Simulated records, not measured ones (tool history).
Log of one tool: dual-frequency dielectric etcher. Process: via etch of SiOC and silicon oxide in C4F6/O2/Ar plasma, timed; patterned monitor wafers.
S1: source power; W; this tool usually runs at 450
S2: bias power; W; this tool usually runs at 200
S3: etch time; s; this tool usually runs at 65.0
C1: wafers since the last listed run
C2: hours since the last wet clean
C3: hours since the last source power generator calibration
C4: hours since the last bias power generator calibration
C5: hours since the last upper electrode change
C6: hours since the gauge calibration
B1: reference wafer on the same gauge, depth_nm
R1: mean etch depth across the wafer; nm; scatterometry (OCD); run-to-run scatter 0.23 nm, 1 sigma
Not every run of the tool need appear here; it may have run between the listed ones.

{"run": 1, "hour": 0.0, "S1": 450, "S2": 200, "S3": 65.0, "C1": 0, "C2": 67.0, "C3": 4066.2, "C4": 1554.2, "C5": 5193.1, "C6": 260.5, "B1": 68.1, "R1": 79.8}
{"run": 2, "hour": 16.0, "S1": 450, "S2": 200, "S3": 65.0, "C1": 138, "C2": 83.0, "C3": 4082.2, "C4": 1570.2, "C5": 5209.1, "C6": 276.5, "B1": 68.1, "R1": 80.1}
{"run": 3, "hour": 41.8, "S1": 450, "S2": 180, "S3": 65.0, "C1": 224, "C2": 108.8, "C3": 4108.0, "C4": 1596.0, "C5": 5234.9, "C6": 302.3, "B1": 68.1, "R1": 77.5}
{"run": 4, "hour": 62.0, "S1": 450, "S2": 180, "S3": 65.0, "C1": 175, "C2": 129.0, "C3": 4128.2, "C4": 1616.2, "C5": 5255.1, "C6": 322.5, "B1": 68.1, "R1": 77.0}
{"run": 5, "hour": 88.0, "S1": 450, "S2": 180, "S3": 65.0, "C1": 225, "C2": 155.0, "C3": 4154.2, "C4": 1642.2, "C5": 5281.1, "C6": 348.5, "B1": 68.2, "R1": 76.8}
{"run": 6, "hour": 100.1, "S1": 450, "S2": 200, "S3": 65.0, "C1": 105, "C2": 167.1, "C3": 4166.3, "C4": 1654.3, "C5": 5293.2, "C6": 360.6, "B1": 68.2, "R1": 79.6}
{"hour": 141.1, "done": "upper electrode replaced"}
{"hour": 158.9, "done": "bias power generator calibrated"}
{"run": 7, "hour": 178.0, "S1": 510, "S2": 200, "S3": 71.0, "C1": 433, "C2": 245.0, "C3": 4244.2, "C4": 19.1, "C5": 36.9, "C6": 438.5, "B1": 68.1, "R1": 91.4}
{"run": 8, "hour": 206.3, "S1": 450, "S2": 200, "S3": 65.0, "C1": 245, "C2": 273.3, "C3": 4272.5, "C4": 47.4, "C5": 65.2, "C6": 466.8, "B1": 68.1, "R1": 79.2}
{"run": 9, "hour": 230.4, "S1": 450, "S2": 200, "S3": 65.0, "C1": 209, "C2": 297.4, "C3": 4296.6, "C4": 71.5, "C5": 89.3, "C6": 490.9, "B1": 68.0, "R1": 79.1}
{"hour": 246.0, "done": "gauge calibrated"}
{"run": 10, "hour": 250.0, "S1": 350, "S2": 217, "S3": 56.5, "C1": 170, "C2": 317.0, "C3": 4316.2, "C4": 91.1, "C5": 108.9, "C6": 4.0, "B1": 68.1, "R1": 62.9}
{"run": 11, "hour": 267.7, "S1": 450, "S2": 246, "S3": 54.5, "C1": 153, "C2": 334.7, "C3": 4333.9, "C4": 108.8, "C5": 126.6, "C6": 21.7, "B1": 68.1, "R1": 70.2}
{"run": 12, "hour": 281.2, "S1": 540, "S2": 177, "S3": 65.0, "C1": 117, "C2": 348.2, "C3": 4347.4, "C4": 122.3, "C5": 140.1, "C6": 35.2, "B1": 68.1, "R1": 82.7}
{"hour": 315.0, "done": "wet clean of the chamber"}
{"run": 13, "hour": 315.5, "S1": 450, "S2": 200, "S3": 53.5, "C1": 89, "C2": 0.5, "C3": 4381.7, "C4": 156.6, "C5": 174.4, "C6": 69.5, "B1": 68.1, "R1": 66.0}
{"run": 14, "hour": 337.1, "S1": 390, "S2": 216, "S3": 71.5, "C1": 187, "C2": 22.1, "C3": 4403.3, "C4": 178.2, "C5": 196.0, "C6": 91.1, "B1": 68.1, "R1": 84.3}
{"hour": 357.1, "done": "source power generator calibrated"}
{"run": 15, "hour": 369.7, "S1": 450, "S2": 200, "S3": 51.5, "C1": 248, "C2": 54.7, "C3": 12.6, "C4": 210.8, "C5": 228.6, "C6": 123.7, "B1": 68.1, "R1": 63.3}
{"run": 16, "hour": 395.1, "S1": 450, "S2": 200, "S3": 65.0, "C1": 220, "C2": 80.1, "C3": 38.0, "C4": 236.2, "C5": 254.0, "C6": 149.1, "B1": 68.2, "R1": 79.6}
{"run": 17, "hour": 419.9, "S1": 450, "S2": 200, "S3": 79.5, "C1": 215, "C2": 104.9, "C3": 62.8, "C4": 261.0, "C5": 278.8, "C6": 173.9, "B1": 68.2, "R1": 97.6}
{"run": 18, "hour": 437.5, "S1": 450, "S2": 200, "S3": 53.5, "C1": 152, "C2": 122.5, "C3": 80.4, "C4": 278.6, "C5": 296.4, "C6": 191.5, "B1": 68.1, "R1": 65.2}
{"run": 19, "hour": 466.5, "S1": 450, "S2": 200, "S3": 65.0, "C1": 251, "C2": 151.5, "C3": 109.4, "C4": 307.6, "C5": 325.4, "C6": 220.5, "B1": 68.0, "R1": 79.7}

3 ways to go on from here, each from the tool as it stands after run 19. What would each give?
{"run": "A", "hour": 466.9, "S1": 450, "S2": 200, "S3": 59.5, "C1": 3, "C2": 151.9, "C3": 109.8, "C4": 308.0, "C5": 325.8, "C6": 220.9, "B1": "?", "R1": "?"}
{"run": "B", "hour": 466.9, "S1": 550, "S2": 200, "S3": 76.5, "C1": 3, "C2": 151.9, "C3": 109.8, "C4": 308.0, "C5": 325.8, "C6": 220.9, "B1": "?", "R1": "?"}
{"run": "C", "hour": 466.9, "S1": 450, "S2": 152, "S3": 77.5, "C1": 3, "C2": 151.9, "C3": 109.8, "C4": 308.0, "C5": 325.8, "C6": 220.9, "B1": "?", "R1": "?"}

run=A B1=68.1 R1=72.5
run=B B1=68.1 R1=101.9
run=C B1=68.1 R1=86.9
The same runs, with their run-to-run variation unchanged, on a tool lacking any hidden condition would have given:
run=A R1=73.2
run=B R1=103.0
run=C R1=87.8
